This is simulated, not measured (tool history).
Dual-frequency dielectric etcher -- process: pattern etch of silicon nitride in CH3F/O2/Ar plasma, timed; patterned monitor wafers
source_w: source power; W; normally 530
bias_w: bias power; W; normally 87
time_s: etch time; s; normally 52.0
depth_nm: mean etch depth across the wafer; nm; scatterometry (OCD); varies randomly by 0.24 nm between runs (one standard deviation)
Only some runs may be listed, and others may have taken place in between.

| run | hour | source_w | bias_w | time_s | read-back reference wafer on the same gauge, depth_nm | depth_nm |
|---|---|---|---|---|---|---|
| 1 | 0.0 | 480 | 87 | 52.0 | 47.32 | 41.32 |
|  | 9.9 | gauge calibrated |
| 2 | 25.2 | 480 | 87 | 52.0 | 47.31 | 41.20 |
| 3 | 48.0 | 530 | 87 | 52.0 | 47.31 | 43.11 |
| 4 | 77.0 | 530 | 87 | 52.0 | 47.31 | 43.82 |
| 5 | 110.0 | 530 | 87 | 52.0 | 47.27 | 43.20 |
| 6 | 126.5 | 610 | 87 | 52.0 | 47.32 | 47.42 |
| 7 | 143.6 | 610 | 87 | 52.0 | 47.30 | 46.63 |
| 8 | 164.9 | 610 | 87 | 52.0 | 47.36 | 46.93 |
| 9 | 179.7 | 530 | 87 | 52.0 | 47.32 | 43.30 |
|  | 194.3 | bias power generator calibrated |
| 10 | 194.8 | 530 | 87 | 52.0 | 47.26 | 43.40 |
| 11 | 222.2 | 530 | 87 | 52.0 | 47.23 | 43.63 |
|  | 255.2 | wet clean of the chamber |
| 12 | 255.7 | 640 | 76 | 52.0 | 47.27 | 45.01 |
| 13 | 276.9 | 530 | 87 | 52.0 | 47.31 | 43.57 |
| 14 | 299.0 | 450 | 87 | 39.5 | 47.28 | 29.71 |
| 15 | 321.5 | 470 | 69 | 41.0 | 47.28 | 28.69 |
|  | 329.3 | gauge calibrated |
| 16 | 354.9 | 630 | 73 | 48.0 | 47.24 | 40.40 |
|  | 393.7 | source power generator calibrated |
|  | 403.1 | upper electrode replaced |
| 17 | 403.6 | 530 | 75 | 63.5 | 47.26 | 49.84 |
| 18 | 414.3 | 420 | 87 | 52.0 | 47.30 | 37.91 |
| 19 | 426.9 | 530 | 87 | 52.0 | 47.27 | 43.88 |
| 20 | 448.0 | 530 | 87 | 52.0 | 47.23 | 43.78 |
| 21 | 461.7 | 530 | 87 | 36.5 | 47.33 | 30.41 |
| 22 | 494.7 | 530 | 96 | 47.0 | 47.29 | 41.02 |
| 23 | 513.4 | 440 | 102 | 64.5 | 47.31 | 52.26 |

What if the next run were any one of these 5? Each begins from the tool's condition after run 23:
| A | 513.8 | 530 | 87 | 52.0 | ? | ? |
| B | 513.8 | 620 | 87 | 60.5 | ? | ? |
| C | 513.8 | 470 | 98 | 64.5 | ? | ? |
| D | 513.8 | 530 | 87 | 61.5 | ? | ? |
| E | 513.8 | 600 | 94 | 37.0 | ? | ? |

| run | read-back reference wafer on the same gauge, depth_nm | depth_nm |
|---|---|---|
| A | 47.32 | 43.40 |
| B | 47.32 | 54.90 |
| C | 47.32 | 53.18 |
| D | 47.32 | 51.32 |
| E | 47.32 | 34.20 |
With the hidden condition removed and each run's random variation left untouched, the same runs would have given:
| run | depth_nm |
|---|---|
| A | 43.40 |
| B | 54.90 |
| C | 53.18 |
| D | 51.32 |
| E | 34.20 |
